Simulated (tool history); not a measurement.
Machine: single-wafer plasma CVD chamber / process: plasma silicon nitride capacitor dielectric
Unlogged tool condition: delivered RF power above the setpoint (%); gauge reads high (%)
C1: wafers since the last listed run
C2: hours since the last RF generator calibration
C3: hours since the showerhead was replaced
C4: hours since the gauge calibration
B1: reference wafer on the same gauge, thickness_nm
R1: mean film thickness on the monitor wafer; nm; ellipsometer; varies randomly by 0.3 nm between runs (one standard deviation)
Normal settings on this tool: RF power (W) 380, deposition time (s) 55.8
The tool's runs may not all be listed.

run 1 hour=0.0 | RF_power_(W)=400 deposition_time_(s)=55.8 | C1=0 C2=1045.9 C3=913.7 C4=1214.4 | B1=70.946 | R1=81.332
run 2 hour=49.1 | RF_power_(W)=400 deposition_time_(s)=55.8 | C1=984 C2=1095.0 C3=962.8 C4=1263.5 | B1=70.958 | R1=80.787
run 3 hour=146.0 | RF_power_(W)=380 deposition_time_(s)=47.5 | C1=1942 C2=1191.9 C3=1059.7 C4=1360.4 | B1=70.999 | R1=68.281
-- hour=222.3 gauge calibrated
run 4 hour=244.4 | RF_power_(W)=380 deposition_time_(s)=47.5 | C1=1972 C2=1290.3 C3=1158.1 C4=22.1 | B1=70.892 | R1=68.268
run 5 hour=312.7 | RF_power_(W)=380 deposition_time_(s)=47.5 | C1=1369 C2=1358.6 C3=1226.4 C4=90.4 | B1=71.028 | R1=68.419
run 6 hour=371.4 | RF_power_(W)=380 deposition_time_(s)=55.8 | C1=1176 C2=1417.3 C3=1285.1 C4=149.1 | B1=70.887 | R1=80.113
run 7 hour=478.5 | RF_power_(W)=380 deposition_time_(s)=55.8 | C1=2146 C2=1524.4 C3=1392.2 C4=256.2 | B1=70.946 | R1=80.702
run 8 hour=562.6 | RF_power_(W)=380 deposition_time_(s)=55.8 | C1=1685 C2=1608.5 C3=1476.3 C4=340.3 | B1=71.045 | R1=80.010
-- hour=582.0 RF generator calibrated
run 9 hour=654.2 | RF_power_(W)=330 deposition_time_(s)=55.8 | C1=1675 C2=72.2 C3=1567.9 C4=431.9 | B1=70.908 | R1=78.041
run 10 hour=744.9 | RF_power_(W)=380 deposition_time_(s)=55.8 | C1=1818 C2=162.9 C3=1658.6 C4=522.6 | B1=71.051 | R1=80.825
run 11 hour=906.2 | RF_power_(W)=380 deposition_time_(s)=55.8 | C1=3233 C2=324.2 C3=1819.9 C4=683.9 | B1=70.915 | R1=80.348
run 12 hour=971.9 | RF_power_(W)=380 deposition_time_(s)=55.8 | C1=1316 C2=389.9 C3=1885.6 C4=749.6 | B1=70.930 | R1=79.796
run 13 hour=1172.1 | RF_power_(W)=380 deposition_time_(s)=55.8 | C1=4012 C2=590.1 C3=2085.8 C4=949.8 | B1=71.058 | R1=80.088
run 14 hour=1231.4 | RF_power_(W)=380 deposition_time_(s)=55.8 | C1=1188 C2=649.4 C3=2145.1 C4=1009.1 | B1=71.046 | R1=80.202
run 15 hour=1336.9 | RF_power_(W)=340 deposition_time_(s)=44.7 | C1=2114 C2=754.9 C3=2250.6 C4=1114.6 | B1=70.993 | R1=62.933
run 16 hour=1419.0 | RF_power_(W)=380 deposition_time_(s)=61.7 | C1=1645 C2=837.0 C3=2332.7 C4=1196.7 | B1=71.023 | R1=89.285
run 17 hour=1490.0 | RF_power_(W)=355 deposition_time_(s)=59.1 | C1=1423 C2=908.0 C3=2403.7 C4=1267.7 | B1=70.921 | R1=83.272
run 18 hour=1545.2 | RF_power_(W)=400 deposition_time_(s)=49.4 | C1=1106 C2=963.2 C3=2458.9 C4=1322.9 | B1=70.990 | R1=71.869
run 19 hour=1738.2 | RF_power_(W)=455 deposition_time_(s)=60.4 | C1=3868 C2=1156.2 C3=2651.9 C4=1515.9 | B1=71.086 | R1=90.370
-- hour=1757.9 gauge calibrated
-- hour=1915.7 showerhead replaced
run 20 hour=1992.1 | RF_power_(W)=320 deposition_time_(s)=51.7 | C1=4928 C2=1410.1 C3=76.4 C4=234.2 | B1=71.024 | R1=71.950
-- hour=2063.0 RF generator calibrated
run 21 hour=2072.4 | RF_power_(W)=400 deposition_time_(s)=49.4 | C1=1449 C2=9.4 C3=156.7 C4=314.5 | B1=71.057 | R1=71.749
run 22 hour=2148.0 | RF_power_(W)=455 deposition_time_(s)=62.1 | C1=1515 C2=85.0 C3=232.3 C4=390.1 | B1=70.975 | R1=93.265
run 23 hour=2190.8 | RF_power_(W)=430 deposition_time_(s)=66.1 | C1=857 C2=127.8 C3=275.1 C4=432.9 | B1=70.931 | R1=97.932
run 24 hour=2259.8 | RF_power_(W)=380 deposition_time_(s)=47.5 | C1=1383 C2=196.8 C3=344.1 C4=501.9 | B1=70.951 | R1=68.772
run 25 hour=2504.6 | RF_power_(W)=410 deposition_time_(s)=47.9 | C1=4906 C2=441.6 C3=588.9 C4=746.7 | B1=71.032 | R1=70.443
run 26 hour=2601.1 | RF_power_(W)=380 deposition_time_(s)=48.2 | C1=1934 C2=538.1 C3=685.4 C4=843.2 | B1=71.109 | R1=69.036
run 27 hour=2691.4 | RF_power_(W)=380 deposition_time_(s)=55.8 | C1=1810 C2=628.4 C3=775.7 C4=933.5 | B1=71.003 | R1=80.305
run 28 hour=2799.3 | RF_power_(W)=380 deposition_time_(s)=55.8 | C1=2162 C2=736.3 C3=883.6 C4=1041.4 | B1=71.108 | R1=80.453

Across each entry between runs, compare the hidden state at the last listed run before it with the hidden state at the first listed run after it:
From run 3 to run 4: gauge calibrated (hour 222.3)
  no difference in the tool's unlogged condition between these two runs
From run 8 to run 9: RF generator calibrated (hour 582.0)
  no difference in the tool's unlogged condition between these two runs
From run 19 to run 20: gauge calibrated (hour 1757.9); showerhead replaced (hour 1915.7)
  no difference in the tool's unlogged condition between these two runs
From run 20 to run 21: RF generator calibrated (hour 2063.0)
  no difference in the tool's unlogged condition between these two runs
